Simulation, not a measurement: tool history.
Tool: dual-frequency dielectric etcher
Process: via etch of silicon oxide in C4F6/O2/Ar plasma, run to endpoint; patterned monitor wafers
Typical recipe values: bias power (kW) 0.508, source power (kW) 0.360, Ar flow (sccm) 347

run   hour  bias power (kW)  source power (kW)  Ar flow (sccm)  incoming incoming film thickness, nm  endpoint time (s)
  1    0.0            0.535              0.360             347                                 119.7               25.5
  2   14.8            0.508              0.390             347                                 121.3               24.9
      46.2  -- wet clean of the chamber
  3   46.7            0.508              0.390             347                                 121.0               24.1
  4   47.0            0.559              0.330             347                                 121.0               26.0
  5   51.3            0.559              0.330             347                                 120.6               26.0
      57.5  -- Ar flow controller replaced
  6   60.0            0.580              0.360             347                                 121.0               24.4
  7   69.3            0.580              0.360             347                                 120.7               24.4
     104.9  -- upper electrode replaced
  8  105.4            0.580              0.360             347                                 121.0               24.7
  9  105.7            0.508              0.360             347                                 120.8               25.0
 10  106.1            0.508              0.360             347                                 120.2               24.7
 11  115.0            0.508              0.360             310                                 119.9               24.3
     128.5  -- source power generator calibrated
 12  129.0            0.508              0.320             347                                 120.9               26.7
     168.8  -- wet clean of the chamber, repeated, since the last time left the tool worse
 13  169.3            0.508              0.360             324                                 120.7               26.6
 14  169.6            0.508              0.390             407                                 119.9               25.7
 15  175.6            0.508              0.360             347                                 121.1               26.3
     184.0  -- bias power generator calibrated
 16  188.6            0.457              0.320             405                                 120.5               29.3
 17  195.9            0.605              0.330             289                                 120.2               25.9
 18  204.2            0.548              0.430             301                                 121.0               23.5
 19  218.5            0.508              0.360             347                                 120.3               26.4
 20  232.3            0.606              0.270             266                                 119.7               29.2
 21  249.2            0.508              0.340             347                                 119.1               26.7
 22  259.3            0.580              0.360             347                                 121.5               26.1
 23  293.7            0.508              0.360             347                                 120.3               26.1
 24  300.8            0.508              0.360             429                                 121.0               26.8
 25  307.9            0.581              0.300             281                                 121.9               28.2
 26  319.5            0.508              0.360             347                                 120.9               26.4
 27  330.1            0.508              0.420             404                                 120.7               24.9
 28  354.7            0.574              0.360             379                                 119.5               25.9

What if the next run were any one of these 5? Each begins from the tool's condition after run 28:
  A  355.1            0.566              0.360             347                                 120.1                  ?
  B  355.1            0.508              0.360             375                                 120.1                  ?
  C  355.1            0.508              0.440             347                                 120.1                  ?
  D  355.1            0.613              0.360             399                                 120.1                  ?
  E  355.1            0.388              0.280             347                                 120.1                  ?

run  endpoint time (s)
  A               25.6
  B               26.4
  C               23.6
  D               25.7
  E               31.7
Stripped of hidden state, with their random variation kept, the same runs would have yielded:
run  endpoint time (s)
  A               26.0
  B               26.8
  C               23.9
  D               26.0
  E               32.2

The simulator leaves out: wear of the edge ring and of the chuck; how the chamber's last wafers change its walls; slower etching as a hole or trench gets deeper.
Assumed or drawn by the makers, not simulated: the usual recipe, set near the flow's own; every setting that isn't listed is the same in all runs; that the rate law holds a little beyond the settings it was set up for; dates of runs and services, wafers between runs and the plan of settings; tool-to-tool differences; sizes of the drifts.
